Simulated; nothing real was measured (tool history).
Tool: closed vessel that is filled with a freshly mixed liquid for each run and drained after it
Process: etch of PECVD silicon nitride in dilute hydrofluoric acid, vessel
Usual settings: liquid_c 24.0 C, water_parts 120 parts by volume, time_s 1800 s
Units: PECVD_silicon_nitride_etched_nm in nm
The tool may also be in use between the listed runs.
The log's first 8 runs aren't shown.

run,day,liquid_c,water_parts,time_s,"read-back film thickness of the PECVD silicon nitride reference wafer, read on the same gauge (nm)",PECVD_silicon_nitride_etched_nm
9,7.867,24.0,155,1800,140.04,21.44
10,8.404,24.0,120,1800,139.98,27.46
11,9.229,21.5,120,900,139.96,11.64
12,9.783,24.0,120,1800,140.00,27.86
13,11.021,25.5,120,1800,140.01,30.17
14,12.512,24.0,120,2600,140.00,39.50
15,13.625,24.0,120,1800,140.00,27.41
16,14.262,24.0,120,1800,140.04,27.63
17,15.588,24.0,165,1800,140.03,20.16
# day 16.196: hydrofluoric acid flow meter replaced
# day 16.962: thermometer replaced
18,17.038,24.0,120,1120,140.01,17.10
19,18.321,29.0,120,2795,140.03,58.71
20,19.279,21.5,120,1205,139.99,15.69
21,20.558,28.0,120,2410,139.93,48.16
22,21.346,24.0,120,1800,139.99,27.20
23,22.767,24.0,120,835,139.98,12.68
24,23.342,24.0,60,1460,140.00,43.65
25,24.604,24.0,120,1360,139.97,21.14
# day 25.446: gauge calibrated
26,26.071,26.0,120,1800,139.99,31.37
27,26.617,24.0,150,2340,139.99,29.05
28,27.296,24.0,120,1800,139.97,27.68
29,28.508,24.0,120,1800,140.01,27.48
30,29.875,24.0,90,2630,140.04,53.97
31,31.050,24.0,90,2630,139.97,53.61

Forecast each of these 5 alternatives for the next run:
A,31.100,24.0,120,1800,?,?
B,31.100,24.0,165,1035,?,?
C,31.100,27.5,100,2720,?,?
D,31.100,24.0,120,2585,?,?
E,31.100,24.0,65,1800,?,?

run,"read-back film thickness of the PECVD silicon nitride reference wafer, read on the same gauge (nm)",PECVD_silicon_nitride_etched_nm
A,139.97,27.40
B,139.97,11.50
C,139.97,62.22
D,139.97,39.34
E,139.97,50.14
Without the tool's hidden state the same runs would have given:
run,PECVD_silicon_nitride_etched_nm
A,27.40
B,11.50
C,62.22
D,39.34
E,50.14

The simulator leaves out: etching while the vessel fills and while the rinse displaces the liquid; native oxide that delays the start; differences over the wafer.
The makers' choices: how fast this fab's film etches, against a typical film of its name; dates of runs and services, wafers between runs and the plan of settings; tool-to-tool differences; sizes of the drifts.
